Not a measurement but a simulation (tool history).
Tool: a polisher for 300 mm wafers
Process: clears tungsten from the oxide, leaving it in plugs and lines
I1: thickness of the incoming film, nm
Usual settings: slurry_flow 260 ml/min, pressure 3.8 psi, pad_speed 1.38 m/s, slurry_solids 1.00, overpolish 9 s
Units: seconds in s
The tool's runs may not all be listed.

Run 1, day 0.000: usual settings but slurry_flow 210 ml/min, slurry_solids 0.80; I1 269.8. Result: seconds 38.9 s.
Run 2, day 4.042: usual settings but slurry_flow 210 ml/min, slurry_solids 0.80; I1 267.4. Result: seconds 41.5 s.
Run 3, day 6.654: usual settings but slurry_flow 210 ml/min, slurry_solids 0.80; I1 270.2. Result: seconds 42.3 s.
At day 8.300: slurry tank refilled with fresh slurry and peroxide.
Run 4, day 9.171: usual settings but slurry_flow 320 ml/min, pressure 2.6 psi, slurry_solids 0.75, overpolish 6 s; I1 269.0. Result: seconds 58.9 s.
At day 11.008: slurry blender recalibrated.
At day 11.654: head pressure recalibrated.
Run 5, day 15.125: usual settings but pressure 2.7 psi; I1 275.0. Result: seconds 56.5 s.
Run 6, day 18.054: usual settings but pressure 4.3 psi, slurry_solids 0.70, overpolish 7 s; I1 271.4. Result: seconds 38.0 s.
Run 7, day 19.921: usual settings but overpolish 4 s; I1 267.2. Result: seconds 38.7 s.
At day 20.483: slurry nozzle cleaned.
Run 8, day 22.954: usual settings but pad_speed 1.54 m/s; I1 269.2. Result: seconds 35.6 s.
At day 24.225: worn pad replaced by a new one.
Run 9, day 27.442: usual settings but slurry_flow 305 ml/min, pressure 3.2 psi, slurry_solids 1.10, overpolish 7 s; I1 268.1. Result: seconds 45.4 s.
Run 10, day 30.892: usual settings but pad_speed 1.60 m/s, slurry_solids 0.85; I1 269.5. Result: seconds 35.2 s.
At day 32.996: slurry tank refilled with fresh slurry and peroxide.
Run 11, day 34.425: usual settings but slurry_flow 220 ml/min, pressure 2.8 psi, pad_speed 1.50 m/s, slurry_solids 0.75; I1 271.0. Result: seconds 56.1 s.
At day 38.042: slurry blender recalibrated.
Run 12, day 38.692: usual settings; I1 269.3. Result: seconds 42.3 s.
At day 40.154: head pressure recalibrated.
Run 13, day 41.788: usual settings but pressure 4.8 psi; I1 272.6. Result: seconds 31.9 s.
Run 14, day 43.604: usual settings; I1 272.4. Result: seconds 42.7 s.
Run 15, day 45.271: usual settings but pressure 3.1 psi, slurry_solids 1.10; I1 270.5. Result: seconds 49.0 s.
At day 47.346: slurry nozzle cleaned.
At day 47.379: worn pad replaced by a new one.
Run 16, day 48.317: usual settings; I1 269.4. Result: seconds 38.3 s.
Run 17, day 50.679: usual settings but slurry_flow 195 ml/min, pressure 5.0 psi, pad_speed 1.06 m/s, slurry_solids 0.85; I1 272.3. Result: seconds 41.9 s.
Run 18, day 54.475: usual settings but pressure 4.4 psi, slurry_solids 0.75, overpolish 11 s; I1 266.8. Result: seconds 36.6 s.
Run 19, day 56.288: usual settings but pressure 4.8 psi; I1 272.1. Result: seconds 31.7 s.
Run 20, day 57.892: usual settings but pad_speed 1.78 m/s; I1 266.8. Result: seconds 32.2 s.
Run 21, day 60.738: usual settings but slurry_flow 210 ml/min, pressure 2.8 psi, slurry_solids 1.10; I1 268.1. Result: seconds 54.2 s.
At day 61.162: slurry tank refilled with fresh slurry and peroxide.
At day 63.400: slurry blender recalibrated.
Run 22, day 64.283: usual settings but slurry_flow 185 ml/min; I1 265.0. Result: seconds 44.1 s.
At day 66.833: head pressure recalibrated.
Run 23, day 68.046: usual settings; I1 269.2. Result: seconds 38.0 s.
Run 24, day 70.088: usual settings but pressure 3.0 psi; I1 270.7. Result: seconds 51.4 s.
At day 73.712: slurry nozzle cleaned.
Run 25, day 73.846: usual settings but slurry_flow 315 ml/min, pressure 3.0 psi, slurry_solids 0.90, overpolish 13 s; I1 266.7. Result: seconds 47.9 s.

The tool's hidden state at each run:
removal rate lost through wear of the pad, %: 0 in every run
abrasive missing from the slurry, %: 0 in every run
peroxide lost from the slurry, %: 0 in every run
H1: slurry flow missing at the pad, %
H2: deviation of the head's pressure from its setpoint, %
run     H1      H2
  1   1.48  -0.429
  2   4.17   -1.68
  3      7   -2.71
  4   10.5   -3.85
  5   22.1  -0.821
  6   29.4   -1.18
  7   34.6   -1.52
  8   6.51   -2.25
  9   9.17   -3.75
 10   12.9   -5.24
 11   18.3   -7.07
 12   26.9    -9.7
 13   34.6      -1
 14   39.7   -1.11
 15   44.7   -1.29
 16   6.13   -1.79
 17   6.76   -2.34
 18   9.26    -3.5
 19   11.1   -4.18
 20     13   -4.85
 21   17.3    -6.2
 22   24.1   -8.16
 23   32.9    2.21
 24   38.5     2.1
 25  0.863    1.62

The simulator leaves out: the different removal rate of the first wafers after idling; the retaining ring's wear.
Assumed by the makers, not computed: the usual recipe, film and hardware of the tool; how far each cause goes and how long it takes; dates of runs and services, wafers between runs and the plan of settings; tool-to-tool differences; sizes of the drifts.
